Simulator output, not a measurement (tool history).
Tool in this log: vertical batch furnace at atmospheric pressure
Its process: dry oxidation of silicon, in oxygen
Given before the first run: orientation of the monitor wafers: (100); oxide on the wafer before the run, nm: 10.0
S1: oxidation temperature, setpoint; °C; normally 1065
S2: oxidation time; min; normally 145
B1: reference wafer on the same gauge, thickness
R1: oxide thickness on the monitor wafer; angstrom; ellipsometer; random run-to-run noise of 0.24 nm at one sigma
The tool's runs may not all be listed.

Run 1, hour 0: usual settings but S1 1058 °C, S2 195 min; B1 130.1. Result: R1 1811.8 angstrom.
Run 2, hour 9.3: usual settings but S1 1058 °C, S2 195 min; B1 130.05. Result: R1 1813.5 angstrom.
Run 3, hour 23.3: usual settings but S1 1058 °C, S2 195 min; B1 130.15. Result: R1 1811.4 angstrom.
Run 4, hour 36.1: usual settings; B1 130.2. Result: R1 1578.5 angstrom.
At hour 74.6: thermocouples replaced and temperature profile calibrated.
Run 5, hour 75.1: usual settings; B1 130.48. Result: R1 1586.2 angstrom.
Run 6, hour 81.2: usual settings; B1 130.54. Result: R1 1587 angstrom.
Run 7, hour 94.3: usual settings; B1 130.67. Result: R1 1588.3 angstrom.
At hour 126.2: gauge calibrated.
At hour 127.6: boat lift adjusted.
Run 8, hour 128.1: usual settings but S1 1052 °C, S2 170 min; B1 130.05. Result: R1 1590.9 angstrom.
Run 9, hour 134.2: usual settings but S2 181.5 min; B1 130.08. Result: R1 1819.7 angstrom.
Run 10, hour 141.2: usual settings; B1 130.03. Result: R1 1581.7 angstrom.
Run 11, hour 159: usual settings but S1 1090 °C, S2 89 min; B1 130.03. Result: R1 1394.7 angstrom.
Run 12, hour 169.9: usual settings but S2 207 min; B1 129.99. Result: R1 1982.3 angstrom.
Run 13, hour 193.5: usual settings but S1 1053 °C; B1 130.26. Result: R1 1448.5 angstrom.
Run 14, hour 213.5: usual settings; B1 130.35. Result: R1 1586.8 angstrom.
Run 15, hour 232.8: usual settings but S1 1081 °C, S2 86 min; B1 130.48. Result: R1 1286.3 angstrom.

The same runs without the tool's hidden state, with the same run-to-run variation:
The tool's hidden condition here consists of: true tube temperature minus thermocouple reading, K; monitor wafer colder than the profiled boat position, K; gauge reads high (%).
run      R1
  1  1810.8
  2  1812.2
  3  1809.4
  4    1576
  5  1580.6
  6  1580.8
  7  1580.8
  8  1590.6
  9  1819.2
 10  1581.2
 11  1393.9
 12  1980.7
 13  1446.3
 14    1583
 15  1281.9
